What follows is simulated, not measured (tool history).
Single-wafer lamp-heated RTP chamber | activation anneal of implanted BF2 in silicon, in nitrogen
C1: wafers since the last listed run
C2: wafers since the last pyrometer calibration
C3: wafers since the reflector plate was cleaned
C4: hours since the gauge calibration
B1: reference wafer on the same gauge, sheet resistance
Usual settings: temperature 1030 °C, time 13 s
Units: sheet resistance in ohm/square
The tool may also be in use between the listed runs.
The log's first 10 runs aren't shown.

{"hour": 682.3, "done": "reflector plate cleaned"}
{"run": 11, "hour": 719.0, "temperature": 1030, "time": 19, "C1": 745, "C2": 2089, "C3": 583, "C4": 858.4, "B1": 159.21, "sheet resistance": 131.55}
{"run": 12, "hour": 798.4, "temperature": 1030, "time": 13, "C1": 1264, "C2": 3354, "C3": 1847, "C4": 937.8, "B1": 158.92, "sheet resistance": 141.53}
{"run": 13, "hour": 885.8, "temperature": 1030, "time": 13, "C1": 1391, "C2": 4745, "C3": 3239, "C4": 1025.2, "B1": 158.87, "sheet resistance": 141.83}
{"run": 14, "hour": 945.5, "temperature": 1030, "time": 13, "C1": 950, "C2": 5696, "C3": 4190, "C4": 1084.9, "B1": 159.12, "sheet resistance": 140.98}
{"run": 15, "hour": 1009.2, "temperature": 1053, "time": 16, "C1": 1014, "C2": 6710, "C3": 5204, "C4": 1148.6, "B1": 158.85, "sheet resistance": 113.34}
{"run": 16, "hour": 1102.8, "temperature": 1049, "time": 13, "C1": 1490, "C2": 8200, "C3": 6694, "C4": 1242.2, "B1": 159.03, "sheet resistance": 121.55}
{"hour": 1188.4, "done": "pyrometer window cleaned and pyrometer calibrated"}
{"run": 17, "hour": 1194.5, "temperature": 1002, "time": 8, "C1": 1332, "C2": 97, "C3": 8027, "C4": 1333.9, "B1": 158.97, "sheet resistance": 189.36}
{"run": 18, "hour": 1298.4, "temperature": 1021, "time": 8, "C1": 1654, "C2": 1751, "C3": 9681, "C4": 1437.8, "B1": 159.11, "sheet resistance": 165.83}
{"run": 19, "hour": 1349.4, "temperature": 1040, "time": 6, "C1": 811, "C2": 2563, "C3": 10493, "C4": 1488.8, "B1": 159.25, "sheet resistance": 151.74}
{"hour": 1372.1, "done": "reflector plate cleaned"}
{"run": 20, "hour": 1417.3, "temperature": 1008, "time": 13, "C1": 953, "C2": 3517, "C3": 720, "C4": 1556.7, "B1": 159, "sheet resistance": 168.38}
{"run": 21, "hour": 1508.0, "temperature": 1041, "time": 10, "C1": 1444, "C2": 4961, "C3": 2164, "C4": 1647.4, "B1": 159.16, "sheet resistance": 137.49}
{"run": 22, "hour": 1601.4, "temperature": 1030, "time": 13, "C1": 1487, "C2": 6448, "C3": 3651, "C4": 1740.8, "B1": 159.05, "sheet resistance": 141.35}
{"run": 23, "hour": 1705.9, "temperature": 1030, "time": 15, "C1": 1663, "C2": 8112, "C3": 5315, "C4": 1845.3, "B1": 158.78, "sheet resistance": 136.69}
{"hour": 1749.1, "done": "pyrometer window cleaned and pyrometer calibrated"}
{"run": 24, "hour": 1799.9, "temperature": 1030, "time": 13, "C1": 1369, "C2": 808, "C3": 6684, "C4": 1939.3, "B1": 158.91, "sheet resistance": 142.57}
{"run": 25, "hour": 1873.1, "temperature": 1039, "time": 9, "C1": 1165, "C2": 1973, "C3": 7849, "C4": 2012.5, "B1": 158.98, "sheet resistance": 142.77}
{"run": 26, "hour": 1927.6, "temperature": 1030, "time": 13, "C1": 867, "C2": 2841, "C3": 8717, "C4": 2067, "B1": 158.99, "sheet resistance": 142.77}
{"hour": 1941.5, "done": "gauge calibrated"}
{"run": 27, "hour": 1973.1, "temperature": 1030, "time": 13, "C1": 724, "C2": 3565, "C3": 9442, "C4": 31.6, "B1": 158.92, "sheet resistance": 141.6}
{"hour": 2023.2, "done": "reflector plate cleaned"}
{"run": 28, "hour": 2068.7, "temperature": 1056, "time": 6, "C1": 1394, "C2": 4960, "C3": 724, "C4": 127.2, "B1": 158.73, "sheet resistance": 134.68}
{"run": 29, "hour": 2156.3, "temperature": 1030, "time": 13, "C1": 1394, "C2": 6355, "C3": 2118, "C4": 214.8, "B1": 159.02, "sheet resistance": 141.04}
{"run": 30, "hour": 2255.1, "temperature": 1011, "time": 13, "C1": 1573, "C2": 7928, "C3": 3691, "C4": 313.6, "B1": 158.69, "sheet resistance": 163.17}
{"run": 31, "hour": 2363.1, "temperature": 1053, "time": 16, "C1": 1719, "C2": 9647, "C3": 5411, "C4": 421.6, "B1": 159.22, "sheet resistance": 111.88}

Forecast run 32:
{"run": 32, "hour": 2404.0, "temperature": 1030, "time": 13, "C1": 651, "C2": 10298, "C3": 6062, "C4": 462.5, "B1": "?", "sheet resistance": "?"}

Run 32 gave B1 159.12, sheet resistance 139.17 ohm/square.
Without the tool's hidden state the same run would have given sheet resistance 142.06 ohm/square.

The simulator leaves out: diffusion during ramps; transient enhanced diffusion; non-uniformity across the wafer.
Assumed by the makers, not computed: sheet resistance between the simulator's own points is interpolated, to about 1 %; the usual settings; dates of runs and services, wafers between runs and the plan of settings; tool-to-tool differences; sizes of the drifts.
